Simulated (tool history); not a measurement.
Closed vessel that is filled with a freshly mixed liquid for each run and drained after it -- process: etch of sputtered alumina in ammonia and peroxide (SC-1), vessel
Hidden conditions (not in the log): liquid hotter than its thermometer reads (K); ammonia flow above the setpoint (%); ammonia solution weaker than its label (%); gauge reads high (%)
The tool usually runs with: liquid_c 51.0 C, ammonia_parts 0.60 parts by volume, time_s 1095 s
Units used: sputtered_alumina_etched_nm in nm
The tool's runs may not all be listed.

| run | hour | liquid_c | ammonia_parts | time_s | wafers since the last listed run | hours since the thermometer was replaced | hours since the ammonia flow meter was replaced | hours since the drum of ammonia solution was connected | hours since the gauge calibration | read-back film thickness of the sputtered alumina reference wafer, read on the same gauge (nm) | sputtered_alumina_etched_nm |
|---|---|---|---|---|---|---|---|---|---|---|---|
| 1 | 0.0 | 51.0 | 0.60 | 1095 | 0 | 1017.3 | 1281.1 | 67.5 | 1883.0 | 74.20 | 41.36 |
|  | 13.4 | thermometer replaced |
| 2 | 52.9 | 51.0 | 0.60 | 1095 | 3060 | 39.5 | 1334.0 | 120.4 | 1935.9 | 74.26 | 40.85 |
|  | 132.7 | ammonia flow meter replaced |
| 3 | 141.0 | 51.0 | 0.60 | 855 | 5135 | 127.6 | 8.3 | 208.5 | 2024.0 | 74.32 | 32.47 |
| 4 | 369.5 | 51.0 | 0.60 | 855 | 13472 | 356.1 | 236.8 | 437.0 | 2252.5 | 74.42 | 32.17 |
|  | 455.6 | new drum of ammonia solution connected |
| 5 | 466.0 | 51.0 | 0.60 | 855 | 5630 | 452.6 | 333.3 | 10.4 | 2349.0 | 74.45 | 31.99 |
| 6 | 535.2 | 51.0 | 0.60 | 1095 | 4080 | 521.8 | 402.5 | 79.6 | 2418.2 | 74.46 | 40.95 |
|  | 589.8 | gauge calibrated |
| 7 | 593.1 | 51.0 | 0.60 | 1095 | 3413 | 579.7 | 460.4 | 137.5 | 3.3 | 70.53 | 39.00 |
| 8 | 698.9 | 51.0 | 0.60 | 1095 | 6238 | 685.5 | 566.2 | 243.3 | 109.1 | 71.01 | 39.26 |
| 9 | 773.8 | 51.0 | 0.60 | 1095 | 4416 | 760.4 | 641.1 | 318.2 | 184.0 | 71.31 | 40.19 |
| 10 | 864.8 | 51.0 | 0.60 | 1095 | 5365 | 851.4 | 732.1 | 409.2 | 275.0 | 71.61 | 39.72 |
| 11 | 928.2 | 51.0 | 0.60 | 1095 | 3738 | 914.8 | 795.5 | 472.6 | 338.4 | 71.84 | 40.16 |
|  | 971.9 | new drum of ammonia solution connected |
| 12 | 1001.2 | 51.0 | 0.60 | 1095 | 4245 | 987.8 | 868.5 | 29.3 | 411.4 | 72.06 | 39.74 |
|  | 1027.4 | thermometer replaced |
| 13 | 1061.7 | 56.0 | 0.80 | 1565 | 3508 | 34.3 | 929.0 | 89.8 | 471.9 | 72.27 | 76.74 |
| 14 | 1117.3 | 51.0 | 0.60 | 1095 | 3278 | 89.9 | 984.6 | 145.4 | 527.5 | 72.42 | 40.18 |
| 15 | 1156.2 | 48.0 | 0.60 | 1095 | 2293 | 128.8 | 1023.5 | 184.3 | 566.4 | 72.50 | 33.92 |
| 16 | 1206.8 | 46.5 | 0.90 | 1095 | 2983 | 179.4 | 1074.1 | 234.9 | 617.0 | 72.63 | 32.76 |
| 17 | 1306.5 | 42.0 | 0.50 | 1395 | 5878 | 279.1 | 1173.8 | 334.6 | 716.7 | 72.87 | 30.39 |
|  | 1428.7 | ammonia flow meter replaced |
| 18 | 1593.6 | 51.0 | 0.60 | 1095 | 16868 | 566.2 | 164.9 | 621.7 | 1003.8 | 73.41 | 40.45 |
|  | 1611.8 | new drum of ammonia solution connected |
| 19 | 1653.0 | 51.0 | 0.85 | 1645 | 3443 | 625.6 | 224.3 | 41.2 | 1063.2 | 73.49 | 63.32 |
| 20 | 1712.3 | 51.0 | 0.35 | 1095 | 3496 | 684.9 | 283.6 | 100.5 | 1122.5 | 73.55 | 38.83 |
| 21 | 1799.4 | 59.5 | 0.45 | 1445 | 5135 | 772.0 | 370.7 | 187.6 | 1209.6 | 73.72 | 82.72 |
| 22 | 1838.8 | 55.5 | 0.60 | 745 | 2323 | 811.4 | 410.1 | 227.0 | 1249.0 | 73.72 | 35.56 |
| 23 | 1999.2 | 42.5 | 0.60 | 715 | 9457 | 971.8 | 570.5 | 387.4 | 1409.4 | 73.90 | 16.55 |
|  | 2080.6 | thermometer replaced |
| 24 | 2099.4 | 51.0 | 0.75 | 1095 | 5848 | 18.8 | 670.7 | 487.6 | 1509.6 | 73.98 | 42.22 |
| 25 | 2169.8 | 51.0 | 0.90 | 660 | 4150 | 89.2 | 741.1 | 558.0 | 1580.0 | 74.07 | 26.04 |
|  | 2223.4 | new drum of ammonia solution connected |
| 26 | 2267.7 | 60.0 | 0.85 | 475 | 5713 | 187.1 | 839.0 | 44.3 | 1677.9 | 74.17 | 29.86 |
| 27 | 2346.9 | 41.0 | 0.60 | 480 | 4669 | 266.3 | 918.2 | 123.5 | 1757.1 | 74.21 | 10.28 |

What if the next run were any one of these 5? Each begins from the tool's condition after run 27:
| A | 2347.9 | 51.0 | 0.60 | 690 | 58 | 267.3 | 919.2 | 124.5 | 1758.1 | ? | ? |
| B | 2347.9 | 51.0 | 0.40 | 1260 | 58 | 267.3 | 919.2 | 124.5 | 1758.1 | ? | ? |
| C | 2347.9 | 55.5 | 0.85 | 460 | 58 | 267.3 | 919.2 | 124.5 | 1758.1 | ? | ? |
| D | 2347.9 | 57.0 | 0.70 | 1095 | 58 | 267.3 | 919.2 | 124.5 | 1758.1 | ? | ? |
| E | 2347.9 | 55.0 | 0.80 | 660 | 58 | 267.3 | 919.2 | 124.5 | 1758.1 | ? | ? |

| run | read-back film thickness of the sputtered alumina reference wafer, read on the same gauge (nm) | sputtered_alumina_etched_nm |
|---|---|---|
| A | 74.21 | 25.95 |
| B | 74.21 | 45.60 |
| C | 74.21 | 22.78 |
| D | 74.21 | 57.61 |
| E | 74.21 | 31.65 |
Without the tool's unlogged condition, the same runs would have read:
| run | sputtered_alumina_etched_nm |
|---|---|
| A | 24.48 |
| B | 43.01 |
| C | 21.48 |
| D | 54.34 |
| E | 29.85 |

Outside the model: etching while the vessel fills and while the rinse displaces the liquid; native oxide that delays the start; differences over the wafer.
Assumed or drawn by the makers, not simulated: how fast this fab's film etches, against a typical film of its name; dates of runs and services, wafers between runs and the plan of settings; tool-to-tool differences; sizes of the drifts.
